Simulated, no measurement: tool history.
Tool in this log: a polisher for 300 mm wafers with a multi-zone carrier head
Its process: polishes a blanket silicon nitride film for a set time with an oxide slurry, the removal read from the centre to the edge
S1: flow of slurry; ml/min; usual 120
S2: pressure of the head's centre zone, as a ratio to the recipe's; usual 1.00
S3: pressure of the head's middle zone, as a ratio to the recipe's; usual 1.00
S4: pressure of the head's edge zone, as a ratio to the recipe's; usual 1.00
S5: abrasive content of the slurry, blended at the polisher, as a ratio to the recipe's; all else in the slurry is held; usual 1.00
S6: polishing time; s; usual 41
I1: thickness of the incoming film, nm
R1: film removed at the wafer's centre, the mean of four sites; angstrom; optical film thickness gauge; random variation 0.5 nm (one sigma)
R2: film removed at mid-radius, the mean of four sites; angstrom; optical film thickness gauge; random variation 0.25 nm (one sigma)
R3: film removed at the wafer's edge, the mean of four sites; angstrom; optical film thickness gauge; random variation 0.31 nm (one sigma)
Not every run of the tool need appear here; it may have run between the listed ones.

run 1 hour=0.0 | S1=120 S2=1.00 S3=1.00 S4=0.92 S5=1.00 S6=41 | I1=502.2 | R1=339 R2=353 R3=328
run 2 hour=66.6 | S1=120 S2=1.00 S3=1.00 S4=0.92 S5=1.00 S6=41 | I1=503.5 | R1=332 R2=348 R3=326
-- hour=131.0 worn pad replaced by a new one
run 3 hour=131.5 | S1=120 S2=1.00 S3=0.96 S4=1.00 S5=1.10 S6=41 | I1=494.5 | R1=367 R2=372 R3=371
-- hour=166.4 edge zone pressure recalibrated
run 4 hour=197.8 | S1=120 S2=1.00 S3=0.96 S4=1.00 S5=1.10 S6=41 | I1=501.8 | R1=350 R2=364 R3=366
run 5 hour=233.7 | S1=120 S2=1.00 S3=0.96 S4=1.00 S5=1.10 S6=41 | I1=498.4 | R1=351 R2=368 R3=356
-- hour=244.3 slurry nozzle cleaned
-- hour=248.2 centre zone pressure recalibrated
run 6 hour=273.4 | S1=120 S2=0.92 S3=1.00 S4=1.00 S5=1.00 S6=41 | I1=498.1 | R1=332 R2=358 R3=349
run 7 hour=341.5 | S1=120 S2=0.92 S3=1.00 S4=1.00 S5=1.00 S6=41 | I1=495.4 | R1=326 R2=352 R3=337
-- hour=360.3 worn pad replaced by a new one
run 8 hour=377.1 | S1=120 S2=1.00 S3=1.00 S4=1.00 S5=1.00 S6=41 | I1=498.0 | R1=359 R2=366 R3=357
run 9 hour=444.7 | S1=120 S2=1.00 S3=0.90 S4=0.91 S5=1.00 S6=41 | I1=504.7 | R1=371 R2=331 R3=335
run 10 hour=501.7 | S1=120 S2=0.95 S3=1.00 S4=1.00 S5=1.00 S6=41 | I1=496.0 | R1=344 R2=354 R3=343
run 11 hour=561.9 | S1=100 S2=1.08 S3=0.91 S4=1.00 S5=1.00 S6=28 | I1=499.0 | R1=249 R2=212 R3=222
-- hour=594.2 worn pad replaced by a new one
-- hour=597.6 carrier head's membrane replaced by a new one
run 12 hour=604.3 | S1=150 S2=0.94 S3=0.93 S4=1.00 S5=1.00 S6=37 | I1=504.8 | R1=325 R2=324 R3=329
run 13 hour=648.3 | S1=120 S2=1.00 S3=0.90 S4=1.03 S5=1.00 S6=41 | I1=497.1 | R1=370 R2=328 R3=354
run 14 hour=677.3 | S1=120 S2=1.00 S3=1.00 S4=1.00 S5=1.00 S6=41 | I1=494.3 | R1=364 R2=361 R3=347
-- hour=698.0 edge zone pressure recalibrated
run 15 hour=721.5 | S1=120 S2=1.00 S3=1.00 S4=0.92 S5=1.00 S6=41 | I1=498.9 | R1=357 R2=360 R3=327
run 16 hour=755.3 | S1=120 S2=1.05 S3=1.00 S4=1.00 S5=1.00 S6=41 | I1=494.5 | R1=370 R2=354 R3=343
-- hour=765.1 slurry nozzle cleaned
run 17 hour=790.5 | S1=120 S2=1.00 S3=0.94 S4=1.00 S5=0.75 S6=41 | I1=493.1 | R1=307 R2=291 R3=298
run 18 hour=856.3 | S1=120 S2=1.00 S3=1.00 S4=1.00 S5=1.00 S6=41 | I1=499.5 | R1=344 R2=347 R3=333
-- hour=875.3 worn pad replaced by a new one
run 19 hour=910.9 | S1=120 S2=1.00 S3=1.00 S4=1.00 S5=1.00 S6=41 | I1=502.9 | R1=359 R2=369 R3=349
run 20 hour=940.8 | S1=120 S2=1.00 S3=1.00 S4=1.00 S5=1.00 S6=32 | I1=492.8 | R1=272 R2=286 R3=272
run 21 hour=965.7 | S1=120 S2=1.00 S3=1.00 S4=0.95 S5=1.00 S6=45 | I1=497.2 | R1=381 R2=399 R3=371
run 22 hour=1006.5 | S1=140 S2=1.00 S3=1.00 S4=1.00 S5=1.00 S6=41 | I1=500.1 | R1=363 R2=365 R3=346

Consider 3 possible next runs. They are alternatives, not a sequence: every one starts from the tool as it was left by run 22. What does each give?
run A hour=1006.9 | S1=120 S2=1.00 S3=1.00 S4=1.00 S5=1.00 S6=34 | I1=497.0 | R1=? R2=? R3=?
run B hour=1006.9 | S1=155 S2=1.00 S3=1.00 S4=1.07 S5=1.00 S6=32 | I1=497.0 | R1=? R2=? R3=?
run C hour=1006.9 | S1=120 S2=0.92 S3=1.00 S4=1.11 S5=1.00 S6=41 | I1=497.0 | R1=? R2=? R3=?

run=A R1=293 R2=298 R3=288
run=B R1=291 R2=294 R3=290
run=C R1=324 R2=359 R3=366
Take away the tool's hidden state, keep each run's random variation, and the runs would have read:
run=A R1=319 R2=307 R3=297
run=B R1=317 R2=303 R3=299
run=C R1=353 R2=370 R3=377

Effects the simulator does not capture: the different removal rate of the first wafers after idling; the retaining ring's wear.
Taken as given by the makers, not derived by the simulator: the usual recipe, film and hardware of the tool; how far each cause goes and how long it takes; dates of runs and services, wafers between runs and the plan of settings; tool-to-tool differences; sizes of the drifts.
